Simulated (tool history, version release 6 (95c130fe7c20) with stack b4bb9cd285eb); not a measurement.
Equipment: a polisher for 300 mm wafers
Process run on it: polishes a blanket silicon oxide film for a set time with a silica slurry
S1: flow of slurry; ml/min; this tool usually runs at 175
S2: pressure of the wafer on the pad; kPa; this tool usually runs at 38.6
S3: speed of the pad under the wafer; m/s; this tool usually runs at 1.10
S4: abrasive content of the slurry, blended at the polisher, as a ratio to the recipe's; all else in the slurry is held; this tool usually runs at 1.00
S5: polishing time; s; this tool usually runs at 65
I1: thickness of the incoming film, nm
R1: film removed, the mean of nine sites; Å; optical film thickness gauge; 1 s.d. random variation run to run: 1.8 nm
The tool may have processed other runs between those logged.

run    hour   S1    S2    S3    S4  S5      I1    R1
  1     0.0  175  38.6  1.10  1.00  65  1714.4  2506
        9.6  -- slurry blender recalibrated
  2    37.4  175  38.6  1.10  1.00  65  1693.7  2511
  3    92.7  175  38.6  1.10  1.00  65  1692.6  2462
      157.4  -- conditioning disc replaced and pad reconditioned
  4   175.2  175  38.6  1.10  1.00  81  1668.0  3058
      187.4  -- worn pad replaced by a new one
      206.7  -- slurry nozzle cleaned
  5   250.6  175  38.6  1.10  1.00  81  1666.7  3031
  6   336.7  175  38.6  1.10  1.00  65  1676.5  2439
      394.0  -- worn pad replaced by a new one
  7   472.2  175  38.6  1.10  1.00  65  1653.7  2385
      502.9  -- slurry blender recalibrated
  8   546.7  175  38.6  1.10  1.00  65  1668.7  2362
      596.1  -- worn pad replaced by a new one
      598.8  -- slurry nozzle cleaned
      627.1  -- head pressure recalibrated
  9   647.8  175  38.6  1.10  1.00  65  1675.2  2209
      712.6  -- conditioning disc replaced and pad reconditioned
 10   718.7  175  38.6  1.10  1.10  48  1681.3  1692
 11   757.5  130  38.6  1.10  1.00  65  1684.8  2058
      793.5  -- head pressure recalibrated, repeated, since the last time left the tool worse
      818.2  -- worn pad replaced by a new one
 12   823.7  175  38.6  1.30  1.00  65  1689.7  2818
 13   861.7  175  38.6  1.10  1.10  48  1651.5  1930
 14   932.9  175  42.1  1.38  0.75  77  1679.2  3181
      972.5  -- slurry nozzle cleaned
     1017.6  -- slurry blender recalibrated
 15  1023.5  175  32.4  1.10  1.00  57  1671.6  1815
     1039.5  -- worn pad replaced by a new one
 16  1107.2  175  52.4  1.10  1.00  87  1687.5  4446

3 options for the next run, each taken on its own from the tool as it stands now. Forecast them:
  A  1107.6  175  29.6  1.10  1.00  65  1678.9   ?
  B  1107.6  175  30.3  1.10  1.00  65  1678.9   ?
  C  1107.6  175  38.6  1.10  1.00  42  1678.9   ?

run    R1
  A  1874
  B  1918
  C  1577
The same runs, with their run-to-run variation unchanged, on a tool lacking any hidden condition would have given:
run    R1
  A  1915
  B  1960
  C  1612
